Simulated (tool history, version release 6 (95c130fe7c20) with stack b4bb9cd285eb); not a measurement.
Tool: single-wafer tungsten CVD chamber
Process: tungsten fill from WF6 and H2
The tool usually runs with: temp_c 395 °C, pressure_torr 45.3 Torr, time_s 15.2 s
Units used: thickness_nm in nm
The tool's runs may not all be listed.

run	hour	temp_c	pressure_torr	time_s	wafers since the last listed run	hours since the last thermocouple change	hours since the last manometer calibration	hours since the showerhead was replaced	hours since the gauge calibration	read-back reference wafer on the same gauge, thickness_nm	thickness_nm
1	0	395	39.8	15.2	0	734.5	2027.8	2904.3	505.5	53.968	44.923
2	41.8	395	39.8	15.2	888	776.3	2069.6	2946.1	547.3	54.008	45.055
3	99	395	39.8	15.2	1215	833.5	2126.8	3003.3	604.5	54.019	45.052
4	135.6	395	45.3	15.2	777	870.1	2163.4	3039.9	641.1	53.981	48.268
5	162.7	395	45.3	15.2	575	897.2	2190.5	3067	668.2	53.975	48.153
6	216.3	395	52	15.2	1138	950.8	2244.1	3120.6	721.8	53.988	51.903
7	260.3	395	52	15.2	934	994.8	2288.1	3164.6	765.8	53.978	51.761
8	321.5	395	52	15.2	1300	1056	2349.3	3225.8	827	54.012	51.625
9	382.3	406	45.3	15.2	1291	1116.8	2410.1	3286.6	887.8	54.011	59.126
# hour 393.3: gauge calibrated
10	412.3	395	45.3	15.2	637	1146.8	2440.1	3316.6	19	54.006	47.657
11	455.7	405	45.3	15.2	922	1190.2	2483.5	3360	62.4	53.99	58.079
12	487.8	405	45.3	15.2	682	1222.3	2515.6	3392.1	94.5	54.014	58.196
13	525.5	405	45.3	15.2	801	1260	2553.3	3429.8	132.2	53.988	58.011
14	590.5	395	45.3	16.9	1381	1325	2618.3	3494.8	197.2	53.984	53.136
15	657.4	395	45.3	16.9	1421	1391.9	2685.2	3561.7	264.1	53.989	52.782
16	712.4	395	49.4	15.2	1168	1446.9	2740.2	3616.7	319.1	54.029	49.952
17	749.7	395	49.4	15.2	792	1484.2	2777.5	3654	356.4	54.045	49.72
18	791.7	395	45.3	16.9	892	1526.2	2819.5	3696	398.4	53.965	52.675
# hour 845.7: capacitance manometer re-zeroed and calibrated
# hour 859.7: showerhead replaced, of another model than before
19	863.3	407	45.3	15.2	1181	1597.8	17.6	3.6	470	54.018	59.506
20	926.1	384	45.3	13.7	1334	1660.6	80.4	66.4	532.8	53.996	33.736
21	969.5	381	45.3	15.2	922	1704	123.8	109.8	576.2	54.003	35.021
22	1040.5	386	50.2	17.4	1508	1775	194.8	180.8	647.2	54.049	46.289
23	1080.8	395	45.3	15.2	856	1815.3	235.1	221.1	687.5	53.997	47.095
24	1122.1	388	48.1	18.1	877	1856.6	276.4	262.4	728.8	54.005	48.936
25	1182.9	406	53	13.2	1291	1917.4	337.2	323.2	789.6	53.971	53.076
26	1230.4	395	38.8	15.2	1009	1964.9	384.7	370.7	837.1	54.025	44.277
# hour 1262.4: gauge calibrated
# hour 1265.9: thermocouple changed; heater temperature recalibrated
27	1270.4	387	38.7	13.2	679	4.5	424.7	410.7	8	53.986	34.132
28	1326.6	395	45.3	15.2	1194	60.7	480.9	466.9	64.2	54.018	48.716
29	1360.4	395	45.3	13.8	718	94.5	514.7	500.7	98	53.989	44.094
30	1544.2	410	54.2	15.2	3905	278.3	698.5	684.5	281.8	53.981	69.117
31	1569.3	395	39.8	15.2	533	303.4	723.6	709.6	306.9	53.974	46.343
32	1620.3	399	40.4	16	1083	354.4	774.6	760.6	357.9	53.957	53.479
33	1657.8	391	45.3	12.2	796	391.9	812.1	798.1	395.4	54.065	36.151
34	1716.7	391	53.3	15.2	1251	450.8	871	857	454.3	54.03	47.697

3 ways to go on from here, each from the tool as it stands after run 34. What would each give?
A	1717.1	395	45.3	15.2	8	451.2	871.4	857.4	454.7	?	?
B	1717.1	401	45.3	12.5	8	451.2	871.4	857.4	454.7	?	?
C	1717.1	395	34.6	15.2	8	451.2	871.4	857.4	454.7	?	?

run	read-back reference wafer on the same gauge, thickness_nm	thickness_nm
A	54.008	48.747
B	54.008	45.085
C	54.008	44.485
Without the tool's hidden state the same runs would have given:
run	thickness_nm
A	49.004
B	45.309
C	44.72
